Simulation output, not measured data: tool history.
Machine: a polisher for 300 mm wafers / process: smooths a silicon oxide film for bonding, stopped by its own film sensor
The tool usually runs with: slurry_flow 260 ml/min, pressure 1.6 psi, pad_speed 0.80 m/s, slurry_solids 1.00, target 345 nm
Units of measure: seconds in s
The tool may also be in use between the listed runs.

run,hour,slurry_flow,pressure,pad_speed,slurry_solids,target,"incoming thickness of the incoming film, nm",seconds
1,0.0,260,1.6,0.80,1.00,345,400.8,163.4
2,30.4,260,1.6,0.80,1.00,345,405.0,173.6
3,89.0,260,1.6,0.80,1.00,345,404.5,178.9
4,119.2,260,1.9,0.66,1.00,345,396.5,156.1
5,144.2,260,1.6,0.80,1.00,345,397.5,166.0
# hour 175.6: worn pad replaced by a new one
6,212.7,260,1.6,0.80,1.00,345,400.0,146.2
# hour 215.7: slurry blender recalibrated
# hour 309.5: slurry nozzle cleaned
7,374.1,260,1.6,0.80,1.00,345,403.1,161.1
# hour 382.9: head pressure recalibrated
8,407.5,260,1.6,0.80,0.80,354,398.1,155.6
9,468.2,260,1.6,0.80,1.00,345,395.0,142.8
10,515.0,260,1.6,0.80,1.00,345,397.2,153.0
11,577.6,260,1.6,0.80,1.00,345,403.6,188.8
# hour 634.5: slurry blender recalibrated
# hour 637.2: worn pad replaced by a new one
12,777.1,260,1.6,0.80,0.90,345,397.5,156.7
# hour 780.1: slurry nozzle cleaned
13,807.0,260,1.6,0.80,1.00,345,396.3,146.3
14,873.1,170,1.6,0.80,1.00,345,396.1,157.1
# hour 893.3: head pressure recalibrated
15,911.2,260,1.6,0.80,1.00,345,401.9,172.5
16,968.0,260,1.2,0.72,0.70,358,399.0,232.2
# hour 1016.2: worn pad replaced by a new one
17,1050.5,260,1.9,0.66,1.00,345,398.7,149.5
# hour 1069.9: slurry blender recalibrated
18,1222.7,320,1.3,0.80,1.00,345,397.7,184.2
# hour 1228.6: slurry nozzle cleaned
19,1278.6,260,1.6,0.80,1.00,345,398.6,155.7
20,1344.9,260,1.6,0.80,1.00,330,400.0,215.6
21,1372.8,260,1.6,0.80,1.00,345,403.2,175.3
# hour 1422.4: head pressure recalibrated
# hour 1429.0: worn pad replaced by a new one
22,1444.7,170,1.6,0.90,0.85,345,403.2,175.9
23,1482.1,260,1.8,1.06,1.00,345,396.6,103.8
# hour 1520.2: slurry blender recalibrated
24,1530.7,260,1.6,0.80,1.00,345,405.8,148.2
25,1653.3,310,1.8,0.64,1.00,345,403.3,166.5
# hour 1668.5: slurry nozzle cleaned
26,1709.0,260,1.3,0.88,1.25,339,406.9,196.7
27,1749.7,300,2.0,0.80,1.00,345,404.7,137.5
28,1782.6,290,1.6,0.80,0.85,351,400.2,164.2
29,1808.5,260,1.6,0.80,0.70,337,396.7,237.1
# hour 1816.7: worn pad replaced by a new one
30,1863.6,260,1.6,0.80,1.00,345,406.8,173.5

Branching from run 30: 3 alternative next runs. What would each branch give?
A,1864.1,260,1.6,0.80,1.00,332,394.6,?
B,1864.1,215,2.0,0.80,1.00,334,394.6,?
C,1864.1,310,1.0,0.90,1.00,345,394.6,?

run,seconds
A,166.5
B,132.1
C,188.6
The same runs, with their run-to-run variation unchanged, on a tool lacking any hidden condition would have given:
run,seconds
A,141.1
B,112.0
C,159.9

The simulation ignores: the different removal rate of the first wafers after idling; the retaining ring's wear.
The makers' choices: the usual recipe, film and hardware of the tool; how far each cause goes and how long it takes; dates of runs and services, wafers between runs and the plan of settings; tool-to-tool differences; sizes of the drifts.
